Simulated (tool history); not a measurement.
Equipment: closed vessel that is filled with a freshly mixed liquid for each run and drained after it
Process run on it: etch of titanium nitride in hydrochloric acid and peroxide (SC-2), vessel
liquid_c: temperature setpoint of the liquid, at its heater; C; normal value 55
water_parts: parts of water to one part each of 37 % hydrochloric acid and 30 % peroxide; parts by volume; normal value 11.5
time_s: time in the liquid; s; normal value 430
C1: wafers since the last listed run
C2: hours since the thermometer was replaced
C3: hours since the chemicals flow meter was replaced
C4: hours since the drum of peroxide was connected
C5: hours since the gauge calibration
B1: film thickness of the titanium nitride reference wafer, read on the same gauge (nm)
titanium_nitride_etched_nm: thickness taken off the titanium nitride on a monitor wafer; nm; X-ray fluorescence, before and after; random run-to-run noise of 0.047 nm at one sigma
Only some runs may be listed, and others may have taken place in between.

{"run": 1, "day": 0.0, "liquid_c": 50, "water_parts": 11.5, "time_s": 430, "C1": 0, "C2": 1597.2, "C3": 1189.7, "C4": 61.9, "C5": 561.7, "B1": 140.01, "titanium_nitride_etched_nm": 6.77}
{"run": 2, "day": 1.904, "liquid_c": 50, "water_parts": 11.5, "time_s": 430, "C1": 2974, "C2": 1642.9, "C3": 1235.4, "C4": 107.6, "C5": 607.4, "B1": 140.01, "titanium_nitride_etched_nm": 6.88}
{"run": 3, "day": 6.033, "liquid_c": 50, "water_parts": 11.5, "time_s": 430, "C1": 6451, "C2": 1742, "C3": 1334.5, "C4": 206.7, "C5": 706.5, "B1": 140.01, "titanium_nitride_etched_nm": 6.8}
{"run": 4, "day": 10.312, "liquid_c": 55, "water_parts": 11.5, "time_s": 430, "C1": 6685, "C2": 1844.7, "C3": 1437.2, "C4": 309.4, "C5": 809.2, "B1": 139.98, "titanium_nitride_etched_nm": 9.54}
{"run": 5, "day": 12.5, "liquid_c": 55, "water_parts": 11.5, "time_s": 430, "C1": 3417, "C2": 1897.2, "C3": 1489.7, "C4": 361.9, "C5": 861.7, "B1": 140.02, "titanium_nitride_etched_nm": 9.59}
{"run": 6, "day": 14.862, "liquid_c": 55, "water_parts": 11.5, "time_s": 430, "C1": 3690, "C2": 1953.9, "C3": 1546.4, "C4": 418.6, "C5": 918.4, "B1": 139.98, "titanium_nitride_etched_nm": 9.59}
{"day": 15.933, "done": "gauge calibrated"}
{"day": 16.671, "done": "new drum of peroxide connected"}
{"run": 7, "day": 17.583, "liquid_c": 55, "water_parts": 11.5, "time_s": 430, "C1": 4185, "C2": 2019.2, "C3": 1611.7, "C4": 21.9, "C5": 39.6, "B1": 139.99, "titanium_nitride_etched_nm": 9.58}
{"run": 8, "day": 19.9, "liquid_c": 55, "water_parts": 11.5, "time_s": 430, "C1": 3619, "C2": 2074.8, "C3": 1667.3, "C4": 77.5, "C5": 95.2, "B1": 140, "titanium_nitride_etched_nm": 9.58}
{"run": 9, "day": 21.662, "liquid_c": 55, "water_parts": 11.5, "time_s": 430, "C1": 2753, "C2": 2117.1, "C3": 1709.6, "C4": 119.8, "C5": 137.5, "B1": 140, "titanium_nitride_etched_nm": 9.61}
{"run": 10, "day": 25.238, "liquid_c": 55, "water_parts": 9.5, "time_s": 685, "C1": 5585, "C2": 2202.9, "C3": 1795.4, "C4": 205.6, "C5": 223.3, "B1": 139.99, "titanium_nitride_etched_nm": 17.99}
{"run": 11, "day": 27.867, "liquid_c": 55, "water_parts": 11.5, "time_s": 430, "C1": 4107, "C2": 2266, "C3": 1858.5, "C4": 268.7, "C5": 286.4, "B1": 140, "titanium_nitride_etched_nm": 9.65}

Predict the results of run 12:
{"run": 12, "day": 30.933, "liquid_c": 63, "water_parts": 14.5, "time_s": 200, "C1": 4791, "C2": 2339.6, "C3": 1932.1, "C4": 342.3, "C5": 360, "B1": "?", "titanium_nitride_etched_nm": "?"}

{"run 12": {"B1": 140.01, "titanium_nitride_etched_nm": 6.06}}
Had the tool carried no hidden state, the very same run would have given titanium_nitride_etched_nm 5.54 nm.
